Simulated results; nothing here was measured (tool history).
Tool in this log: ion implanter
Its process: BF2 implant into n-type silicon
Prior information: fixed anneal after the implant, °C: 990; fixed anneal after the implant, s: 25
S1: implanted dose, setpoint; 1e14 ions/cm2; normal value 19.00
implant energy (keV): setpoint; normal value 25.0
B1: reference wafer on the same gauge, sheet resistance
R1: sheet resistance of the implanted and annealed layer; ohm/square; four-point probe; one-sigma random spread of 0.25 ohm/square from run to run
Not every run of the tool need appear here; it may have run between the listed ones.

{"run": 1, "hour": 0.0, "S1": 19.0, "implant energy (keV)": 25.0, "B1": 179.0, "R1": 166.03}
{"run": 2, "hour": 98.0, "S1": 19.0, "implant energy (keV)": 25.0, "B1": 178.98, "R1": 166.12}
{"run": 3, "hour": 190.2, "S1": 19.0, "implant energy (keV)": 25.0, "B1": 179.0, "R1": 166.12}
{"run": 4, "hour": 286.0, "S1": 19.0, "implant energy (keV)": 25.0, "B1": 178.94, "R1": 165.69}
{"run": 5, "hour": 373.0, "S1": 19.0, "implant energy (keV)": 25.0, "B1": 179.07, "R1": 166.27}
{"run": 6, "hour": 436.0, "S1": 23.29, "implant energy (keV)": 21.0, "B1": 179.03, "R1": 177.02}
{"run": 7, "hour": 543.5, "S1": 23.29, "implant energy (keV)": 21.0, "B1": 179.0, "R1": 177.07}
{"hour": 572.5, "done": "Faraday cup replaced and dose calibrated"}
{"run": 8, "hour": 590.0, "S1": 21.84, "implant energy (keV)": 22.0, "B1": 179.02, "R1": 173.77}
{"run": 9, "hour": 629.8, "S1": 21.84, "implant energy (keV)": 22.0, "B1": 179.03, "R1": 173.8}
{"run": 10, "hour": 732.1, "S1": 21.84, "implant energy (keV)": 22.0, "B1": 179.03, "R1": 173.86}
{"run": 11, "hour": 795.1, "S1": 23.17, "implant energy (keV)": 25.0, "B1": 179.03, "R1": 162.84}
{"run": 12, "hour": 865.4, "S1": 24.45, "implant energy (keV)": 20.5, "B1": 178.98, "R1": 178.09}
{"run": 13, "hour": 904.2, "S1": 19.0, "implant energy (keV)": 25.0, "B1": 178.97, "R1": 165.53}
{"hour": 938.7, "done": "extraction supply calibrated"}
{"run": 14, "hour": 964.3, "S1": 21.65, "implant energy (keV)": 28.0, "B1": 178.98, "R1": 157.21}
{"hour": 998.3, "done": "gauge calibrated"}
{"run": 15, "hour": 1019.4, "S1": 23.36, "implant energy (keV)": 17.5, "B1": 178.99, "R1": 194.73}
{"run": 16, "hour": 1091.1, "S1": 19.0, "implant energy (keV)": 25.0, "B1": 178.97, "R1": 168.17}
{"run": 17, "hour": 1148.4, "S1": 19.0, "implant energy (keV)": 25.0, "B1": 178.93, "R1": 167.83}
{"run": 18, "hour": 1231.0, "S1": 21.29, "implant energy (keV)": 19.0, "B1": 179.0, "R1": 189.2}
{"run": 19, "hour": 1313.3, "S1": 21.68, "implant energy (keV)": 20.0, "B1": 178.95, "R1": 185.02}
{"run": 20, "hour": 1377.0, "S1": 21.7, "implant energy (keV)": 27.5, "B1": 179.07, "R1": 158.95}
{"run": 21, "hour": 1655.8, "S1": 19.0, "implant energy (keV)": 32.5, "B1": 179.05, "R1": 147.23}

3 options for the next run, each taken on its own from the tool as it stands now. Forecast them:
{"run": "A", "hour": 1656.2, "S1": 19.0, "implant energy (keV)": 31.0, "B1": "?", "R1": "?"}
{"run": "B", "hour": 1656.2, "S1": 19.0, "implant energy (keV)": 33.0, "B1": "?", "R1": "?"}
{"run": "C", "hour": 1656.2, "S1": 23.11, "implant energy (keV)": 25.0, "B1": "?", "R1": "?"}

run=A B1=179.05 R1=151.27
run=B B1=179.05 R1=146.44
run=C B1=179.05 R1=165.76
Without the tool's hidden state the same runs would have given:
run=A R1=151.19
run=B R1=146.35
run=C R1=165.68
